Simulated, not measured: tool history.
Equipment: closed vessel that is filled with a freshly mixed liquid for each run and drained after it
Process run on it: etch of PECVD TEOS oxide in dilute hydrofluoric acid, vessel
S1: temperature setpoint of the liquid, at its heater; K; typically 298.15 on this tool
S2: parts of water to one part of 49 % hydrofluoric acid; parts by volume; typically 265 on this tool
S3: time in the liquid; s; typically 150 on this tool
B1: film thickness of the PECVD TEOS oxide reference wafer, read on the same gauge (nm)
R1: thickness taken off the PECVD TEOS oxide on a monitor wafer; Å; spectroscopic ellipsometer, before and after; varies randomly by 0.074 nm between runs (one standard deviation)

run 1 hour=0.0 | S1=299.65 S2=265 S3=150 | B1=60.00 | R1=140.1
run 2 hour=64.5 | S1=299.65 S2=265 S3=150 | B1=60.00 | R1=141.8
run 3 hour=119.2 | S1=299.65 S2=265 S3=150 | B1=60.01 | R1=142.2
run 4 hour=156.6 | S1=294.65 S2=265 S3=150 | B1=59.99 | R1=119.1
run 5 hour=193.6 | S1=302.15 S2=265 S3=150 | B1=60.02 | R1=154.4
-- hour=225.1 hydrofluoric acid flow meter replaced
run 6 hour=264.3 | S1=302.15 S2=265 S3=150 | B1=60.02 | R1=152.6
run 7 hour=316.7 | S1=298.15 S2=265 S3=150 | B1=60.00 | R1=132.4
run 8 hour=360.9 | S1=298.15 S2=265 S3=150 | B1=59.98 | R1=132.2
run 9 hour=404.6 | S1=295.15 S2=265 S3=150 | B1=59.99 | R1=120.5
run 10 hour=453.3 | S1=298.15 S2=265 S3=115 | B1=59.97 | R1=102.1
run 11 hour=479.2 | S1=298.15 S2=265 S3=115 | B1=59.99 | R1=102.1
run 12 hour=540.9 | S1=298.15 S2=265 S3=150 | B1=60.02 | R1=133.9
run 13 hour=612.6 | S1=298.15 S2=265 S3=150 | B1=60.00 | R1=136.9
-- hour=659.5 hydrofluoric acid flow meter replaced
run 14 hour=668.8 | S1=298.15 S2=265 S3=150 | B1=60.01 | R1=131.1
run 15 hour=721.5 | S1=301.65 S2=265 S3=150 | B1=60.00 | R1=149.8
run 16 hour=757.1 | S1=298.15 S2=265 S3=150 | B1=60.00 | R1=133.0
run 17 hour=806.8 | S1=302.15 S2=170 S3=150 | B1=60.00 | R1=264.6
run 18 hour=871.6 | S1=298.15 S2=265 S3=60 | B1=60.01 | R1=53.2
run 19 hour=988.7 | S1=298.15 S2=170 S3=150 | B1=59.99 | R1=230.6
-- hour=997.2 thermometer replaced
-- hour=1051.2 hydrofluoric acid flow meter replaced
run 20 hour=1176.5 | S1=293.65 S2=205 S3=195 | B1=60.00 | R1=199.6
run 21 hour=1228.5 | S1=298.15 S2=265 S3=205 | B1=60.00 | R1=183.0
run 22 hour=1257.7 | S1=296.65 S2=300 S3=150 | B1=60.00 | R1=108.1
run 23 hour=1309.7 | S1=301.65 S2=325 S3=125 | B1=60.02 | R1=97.3
run 24 hour=1360.8 | S1=298.15 S2=265 S3=150 | B1=60.01 | R1=135.5
run 25 hour=1427.8 | S1=298.15 S2=265 S3=150 | B1=60.00 | R1=136.6
run 26 hour=1461.7 | S1=302.65 S2=265 S3=150 | B1=60.00 | R1=157.5
-- hour=1472.4 gauge calibrated
-- hour=1525.9 hydrofluoric acid flow meter replaced
run 27 hour=1531.5 | S1=296.65 S2=265 S3=225 | B1=59.97 | R1=188.0
run 28 hour=1587.8 | S1=299.65 S2=265 S3=235 | B1=60.00 | R1=221.0
run 29 hour=1613.2 | S1=298.15 S2=265 S3=150 | B1=60.00 | R1=131.3
run 30 hour=1657.1 | S1=298.15 S2=195 S3=85 | B1=60.01 | R1=110.3
run 31 hour=1779.1 | S1=300.15 S2=325 S3=195 | B1=59.97 | R1=141.7
run 32 hour=1844.8 | S1=298.15 S2=165 S3=70 | B1=60.00 | R1=113.1
run 33 hour=1870.0 | S1=294.65 S2=200 S3=210 | B1=59.99 | R1=235.5
-- hour=1932.0 hydrofluoric acid flow meter replaced
run 34 hour=1960.3 | S1=294.15 S2=210 S3=150 | B1=60.00 | R1=151.6

3 ways to go on from here, each from the tool as it stands after run 34. What would each give?
run A hour=1961.0 | S1=298.15 S2=265 S3=150 | B1=? | R1=?
run B hour=1961.0 | S1=301.15 S2=225 S3=215 | B1=? | R1=?
run C hour=1961.0 | S1=302.15 S2=325 S3=100 | B1=? | R1=?

run=A B1=60.01 R1=132.0
run=B B1=60.01 R1=258.3
run=C B1=60.01 R1=77.1
Stripped of hidden state, with their random variation kept, the same runs would have yielded:
run=A R1=131.2
run=B R1=256.9
run=C R1=76.7
